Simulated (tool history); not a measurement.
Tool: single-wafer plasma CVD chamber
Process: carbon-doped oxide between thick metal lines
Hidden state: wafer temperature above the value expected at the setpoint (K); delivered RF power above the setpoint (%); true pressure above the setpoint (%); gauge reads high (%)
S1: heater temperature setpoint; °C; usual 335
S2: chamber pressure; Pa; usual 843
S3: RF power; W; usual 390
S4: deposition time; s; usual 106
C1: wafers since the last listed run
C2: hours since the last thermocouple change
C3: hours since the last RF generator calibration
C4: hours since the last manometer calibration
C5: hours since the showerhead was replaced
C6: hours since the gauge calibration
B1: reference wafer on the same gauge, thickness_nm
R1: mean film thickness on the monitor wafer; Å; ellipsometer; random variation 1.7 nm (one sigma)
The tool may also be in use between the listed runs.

| run | hour | S1 | S2 | S3 | S4 | C1 | C2 | C3 | C4 | C5 | C6 | B1 | R1 |
|---|---|---|---|---|---|---|---|---|---|---|---|---|---|
| 1 | 0.0 | 335 | 843 | 390 | 111 | 0 | 926.0 | 1248.8 | 1530.6 | 5072.8 | 2461.1 | 521.823 | 5566.65 |
| 2 | 36.5 | 335 | 843 | 390 | 111 | 566 | 962.5 | 1285.3 | 1567.1 | 5109.3 | 2497.6 | 521.586 | 5545.32 |
|  | 74.0 | thermocouple changed; heater temperature recalibrated |
| 3 | 85.6 | 335 | 843 | 390 | 111 | 637 | 11.6 | 1334.4 | 1616.2 | 5158.4 | 2546.7 | 521.882 | 5634.99 |
|  | 314.7 | RF generator calibrated |
| 4 | 325.3 | 335 | 843 | 390 | 106 | 3595 | 251.3 | 10.6 | 1855.9 | 5398.1 | 2786.4 | 522.023 | 5358.81 |
| 5 | 425.5 | 335 | 843 | 390 | 106 | 1554 | 351.5 | 110.8 | 1956.1 | 5498.3 | 2886.6 | 521.563 | 5310.84 |
| 6 | 475.3 | 335 | 843 | 420 | 92 | 772 | 401.3 | 160.6 | 2005.9 | 5548.1 | 2936.4 | 521.845 | 4809.55 |
| 7 | 576.8 | 343 | 933 | 325 | 112 | 1574 | 502.8 | 262.1 | 2107.4 | 5649.6 | 3037.9 | 522.068 | 5065.73 |
| 8 | 673.8 | 349 | 697 | 390 | 106 | 1505 | 599.8 | 359.1 | 2204.4 | 5746.6 | 3134.9 | 522.232 | 5082.05 |
| 9 | 734.8 | 335 | 695 | 390 | 126 | 946 | 660.8 | 420.1 | 2265.4 | 5807.6 | 3195.9 | 522.073 | 6224.88 |
| 10 | 771.5 | 324 | 707 | 325 | 91 | 569 | 697.5 | 456.8 | 2302.1 | 5844.3 | 3232.6 | 522.093 | 4244.64 |
| 11 | 842.4 | 335 | 635 | 345 | 85 | 1100 | 768.4 | 527.7 | 2373.0 | 5915.2 | 3303.5 | 522.123 | 3888.97 |
|  | 931.8 | showerhead replaced, of another model than before |
| 12 | 935.9 | 335 | 648 | 390 | 97 | 1326 | 861.9 | 621.2 | 2466.5 | 4.1 | 3397.0 | 521.788 | 4834.42 |
| 13 | 1008.9 | 345 | 639 | 390 | 106 | 1132 | 934.9 | 694.2 | 2539.5 | 77.1 | 3470.0 | 521.632 | 5115.98 |
| 14 | 1077.2 | 335 | 935 | 435 | 87 | 1059 | 1003.2 | 762.5 | 2607.8 | 145.4 | 3538.3 | 521.496 | 4807.66 |
|  | 1122.8 | thermocouple changed; heater temperature recalibrated |
|  | 1159.2 | capacitance manometer re-zeroed and calibrated |
| 15 | 1161.9 | 349 | 843 | 390 | 106 | 1065 | 39.1 | 847.2 | 2.7 | 230.1 | 3623.0 | 522.015 | 5179.03 |
| 16 | 1201.7 | 345 | 1043 | 335 | 106 | 617 | 78.9 | 887.0 | 42.5 | 269.9 | 3662.8 | 522.028 | 4597.60 |
|  | 1274.6 | gauge calibrated |
| 17 | 1311.4 | 335 | 843 | 390 | 106 | 1702 | 188.6 | 996.7 | 152.2 | 379.6 | 36.8 | 522.120 | 5354.12 |
| 18 | 1362.7 | 343 | 896 | 355 | 127 | 795 | 239.9 | 1048.0 | 203.5 | 430.9 | 88.1 | 521.797 | 5775.69 |
| 19 | 1428.0 | 335 | 971 | 365 | 90 | 1013 | 305.2 | 1113.3 | 268.8 | 496.2 | 153.4 | 522.082 | 4311.66 |
| 20 | 1471.6 | 335 | 709 | 320 | 106 | 676 | 348.8 | 1156.9 | 312.4 | 539.8 | 197.0 | 522.115 | 4416.38 |
| 21 | 1576.2 | 335 | 985 | 390 | 106 | 1623 | 453.4 | 1261.5 | 417.0 | 644.4 | 301.6 | 522.183 | 5376.15 |
| 22 | 1646.2 | 344 | 843 | 315 | 106 | 1086 | 523.4 | 1331.5 | 487.0 | 714.4 | 371.6 | 522.084 | 4311.70 |
| 23 | 1710.7 | 324 | 707 | 325 | 91 | 1000 | 587.9 | 1396.0 | 551.5 | 778.9 | 436.1 | 522.252 | 3949.51 |
| 24 | 1765.2 | 327 | 927 | 320 | 106 | 845 | 642.4 | 1450.5 | 606.0 | 833.4 | 490.6 | 521.791 | 4544.71 |
| 25 | 1840.6 | 335 | 843 | 390 | 86 | 1169 | 717.8 | 1525.9 | 681.4 | 908.8 | 566.0 | 522.339 | 4320.37 |
| 26 | 1901.2 | 345 | 1043 | 335 | 106 | 940 | 778.4 | 1586.5 | 742.0 | 969.4 | 626.6 | 521.566 | 4565.34 |
| 27 | 1951.2 | 335 | 843 | 390 | 106 | 775 | 828.4 | 1636.5 | 792.0 | 1019.4 | 676.6 | 522.277 | 5308.47 |
|  | 1966.5 | RF generator calibrated |
| 28 | 2056.9 | 335 | 843 | 390 | 106 | 1515 | 934.1 | 90.4 | 897.7 | 1125.1 | 782.3 | 522.183 | 5309.10 |

4 ways to go on from here, each from the tool as it stands after run 28. What would each give?
| A | 2057.3 | 335 | 843 | 390 | 106 | 6 | 934.5 | 90.8 | 898.1 | 1125.5 | 782.7 | ? | ? |
| B | 2057.3 | 335 | 655 | 390 | 106 | 6 | 934.5 | 90.8 | 898.1 | 1125.5 | 782.7 | ? | ? |
| C | 2057.3 | 335 | 1051 | 440 | 106 | 6 | 934.5 | 90.8 | 898.1 | 1125.5 | 782.7 | ? | ? |
| D | 2057.3 | 349 | 647 | 325 | 117 | 6 | 934.5 | 90.8 | 898.1 | 1125.5 | 782.7 | ? | ? |

| run | B1 | R1 |
|---|---|---|
| A | 522.046 | 5280.56 |
| B | 522.046 | 5214.84 |
| C | 522.046 | 5915.43 |
| D | 522.046 | 4693.97 |
Without the tool's hidden state the same runs would have given:
| run | R1 |
|---|---|
| A | 5335.28 |
| B | 5268.88 |
| C | 5976.74 |
| D | 4736.80 |

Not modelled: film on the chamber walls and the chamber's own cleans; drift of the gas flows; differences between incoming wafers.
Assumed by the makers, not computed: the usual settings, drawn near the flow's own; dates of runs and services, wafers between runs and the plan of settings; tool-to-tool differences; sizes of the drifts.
